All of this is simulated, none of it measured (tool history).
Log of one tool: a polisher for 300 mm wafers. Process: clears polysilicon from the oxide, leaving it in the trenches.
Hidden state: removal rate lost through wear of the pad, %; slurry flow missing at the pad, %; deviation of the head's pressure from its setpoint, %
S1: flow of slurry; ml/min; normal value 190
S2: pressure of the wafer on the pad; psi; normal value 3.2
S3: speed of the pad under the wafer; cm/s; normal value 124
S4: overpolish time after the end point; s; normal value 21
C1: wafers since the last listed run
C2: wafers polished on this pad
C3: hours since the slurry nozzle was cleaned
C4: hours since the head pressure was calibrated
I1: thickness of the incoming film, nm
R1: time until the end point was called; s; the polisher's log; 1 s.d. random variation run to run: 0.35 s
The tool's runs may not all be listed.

run 1 hour=0 | S1=190 S2=3.2 S3=124 S4=21 | C1=0 C2=1227 C3=491.1 C4=1193.8 | I1=804 | R1=40.8
run 2 hour=12.5 | S1=190 S2=3.2 S3=124 S4=25 | C1=211 C2=1438 C3=503.6 C4=1206.3 | I1=799.2 | R1=40.9
run 3 hour=21.5 | S1=190 S2=3.2 S3=124 S4=25 | C1=152 C2=1591 C3=512.6 C4=1215.3 | I1=809.1 | R1=40.8
-- hour=32.8 worn pad replaced by a new one
run 4 hour=38.4 | S1=190 S2=3.2 S3=124 S4=25 | C1=218 C2=94 C3=529.5 C4=1232.2 | I1=796.2 | R1=40.7
run 5 hour=46.6 | S1=190 S2=3.2 S3=124 S4=21 | C1=138 C2=233 C3=537.7 C4=1240.4 | I1=795.2 | R1=40.5
run 6 hour=64 | S1=190 S2=3.2 S3=124 S4=21 | C1=294 C2=528 C3=555.1 C4=1257.8 | I1=808.6 | R1=41.5
run 7 hour=72.6 | S1=190 S2=3.2 S3=124 S4=21 | C1=145 C2=673 C3=563.7 C4=1266.4 | I1=809.1 | R1=41.6
run 8 hour=88.6 | S1=190 S2=2.8 S3=124 S4=21 | C1=271 C2=944 C3=579.7 C4=1282.4 | I1=812.6 | R1=47.9
-- hour=94.4 slurry nozzle cleaned
run 9 hour=99.9 | S1=190 S2=3.2 S3=124 S4=21 | C1=174 C2=1119 C3=5.5 C4=1293.7 | I1=808.2 | R1=42.3
run 10 hour=111.5 | S1=190 S2=3.2 S3=124 S4=21 | C1=196 C2=1315 C3=17.1 C4=1305.3 | I1=806 | R1=41.4
-- hour=122.4 worn pad replaced by a new one
run 11 hour=122.9 | S1=190 S2=3.2 S3=124 S4=21 | C1=125 C2=8 C3=28.5 C4=1316.7 | I1=807.3 | R1=40.8
run 12 hour=132.5 | S1=140 S2=3.2 S3=124 S4=21 | C1=162 C2=171 C3=38.1 C4=1326.3 | I1=791.8 | R1=43.6
run 13 hour=141.3 | S1=190 S2=3.2 S3=84 S4=21 | C1=149 C2=320 C3=46.9 C4=1335.1 | I1=808.9 | R1=62
run 14 hour=168 | S1=155 S2=2.6 S3=100 S4=21 | C1=452 C2=773 C3=73.6 C4=1361.8 | I1=788.5 | R1=65
run 15 hour=182 | S1=175 S2=4.3 S3=124 S4=10 | C1=237 C2=1010 C3=87.6 C4=1375.8 | I1=804.6 | R1=31.5
run 16 hour=188.9 | S1=190 S2=3.2 S3=124 S4=16 | C1=116 C2=1127 C3=94.5 C4=1382.7 | I1=807.3 | R1=42.1
run 17 hour=196.3 | S1=255 S2=3.9 S3=124 S4=21 | C1=125 C2=1252 C3=101.9 C4=1390.1 | I1=800.7 | R1=32.4
run 18 hour=203.1 | S1=145 S2=3.8 S3=124 S4=21 | C1=115 C2=1367 C3=108.7 C4=1396.9 | I1=794.3 | R1=35.8
run 19 hour=212.4 | S1=190 S2=3.2 S3=124 S4=21 | C1=157 C2=1525 C3=118 C4=1406.2 | I1=796.5 | R1=41
run 20 hour=221 | S1=150 S2=4 S3=92 S4=25 | C1=145 C2=1670 C3=126.6 C4=1414.8 | I1=787.9 | R1=45.1
-- hour=234.3 worn pad replaced by a new one
run 21 hour=236.4 | S1=240 S2=2.3 S3=124 S4=34 | C1=193 C2=35 C3=142 C4=1430.2 | I1=793.2 | R1=54.7
-- hour=252 head pressure recalibrated
run 22 hour=252.5 | S1=230 S2=3.2 S3=90 S4=21 | C1=238 C2=274 C3=158.1 C4=0.5 | I1=797.4 | R1=50.7
run 23 hour=258.7 | S1=170 S2=3.2 S3=148 S4=21 | C1=105 C2=379 C3=164.3 C4=6.7 | I1=807.5 | R1=32.1
run 24 hour=275.7 | S1=190 S2=3.2 S3=124 S4=21 | C1=288 C2=667 C3=181.3 C4=23.7 | I1=805.9 | R1=38.7
run 25 hour=283.1 | S1=190 S2=3.2 S3=124 S4=21 | C1=125 C2=792 C3=188.7 C4=31.1 | I1=789.2 | R1=37.2
run 26 hour=290 | S1=190 S2=3.2 S3=124 S4=21 | C1=116 C2=909 C3=195.6 C4=38 | I1=813.8 | R1=38.5
run 27 hour=306.7 | S1=190 S2=3.6 S3=124 S4=27 | C1=282 C2=1192 C3=212.3 C4=54.7 | I1=805.5 | R1=33.8
run 28 hour=319.9 | S1=190 S2=3.2 S3=124 S4=21 | C1=223 C2=1416 C3=225.5 C4=67.9 | I1=798.8 | R1=38.6
run 29 hour=330 | S1=230 S2=3.2 S3=100 S4=13 | C1=171 C2=1587 C3=235.6 C4=78 | I1=786.4 | R1=45.6
run 30 hour=342 | S1=160 S2=2.5 S3=106 S4=11 | C1=203 C2=1790 C3=247.6 C4=90 | I1=810.5 | R1=60.6
-- hour=351.2 worn pad replaced by a new one
run 31 hour=357.3 | S1=190 S2=3.7 S3=124 S4=10 | C1=191 C2=103 C3=262.9 C4=105.3 | I1=791.7 | R1=33.3
run 32 hour=365.6 | S1=170 S2=2.6 S3=162 S4=21 | C1=140 C2=244 C3=271.2 C4=113.6 | I1=797.4 | R1=36.4
run 33 hour=378.8 | S1=205 S2=3.2 S3=124 S4=33 | C1=223 C2=467 C3=284.4 C4=126.8 | I1=785.1 | R1=37.5
run 34 hour=394.8 | S1=220 S2=2.7 S3=124 S4=21 | C1=271 C2=738 C3=300.4 C4=142.8 | I1=788.8 | R1=44.5

Across each entry between runs, compare the hidden state at the last listed run before it with the hidden state at the first listed run after it:
Runs 3 to 4: worn pad replaced by a new one (hour 32.8)
  deviation of the head's pressure from its setpoint, %: -10.7 -> -10.8
  measured less the result without the state, R1: +4.4 -> +4.4 s
Runs 8 to 9: slurry nozzle cleaned (hour 94.4)
  both runs share identical hidden conditions
  measured less the result without the state, R1: +5.2 -> +4.6 s
Runs 10 to 11: worn pad replaced by a new one (hour 122.4)
  both runs share identical hidden conditions
  measured less the result without the state, R1: +4.5 -> +4.5 s
Runs 20 to 21: worn pad replaced by a new one (hour 234.3)
  both runs share identical hidden conditions
  measured less the result without the state, R1: +5 -> +6 s
Runs 21 to 22: head pressure recalibrated (hour 252)
  deviation of the head's pressure from its setpoint, %: -11.1 -> -2.45
  measured less the result without the state, R1: +6 -> +1.3 s
Runs 30 to 31: worn pad replaced by a new one (hour 351.2)
  deviation of the head's pressure from its setpoint, %: -4.65 -> -4.99
  measured less the result without the state, R1: +2.8 -> +1.7 s
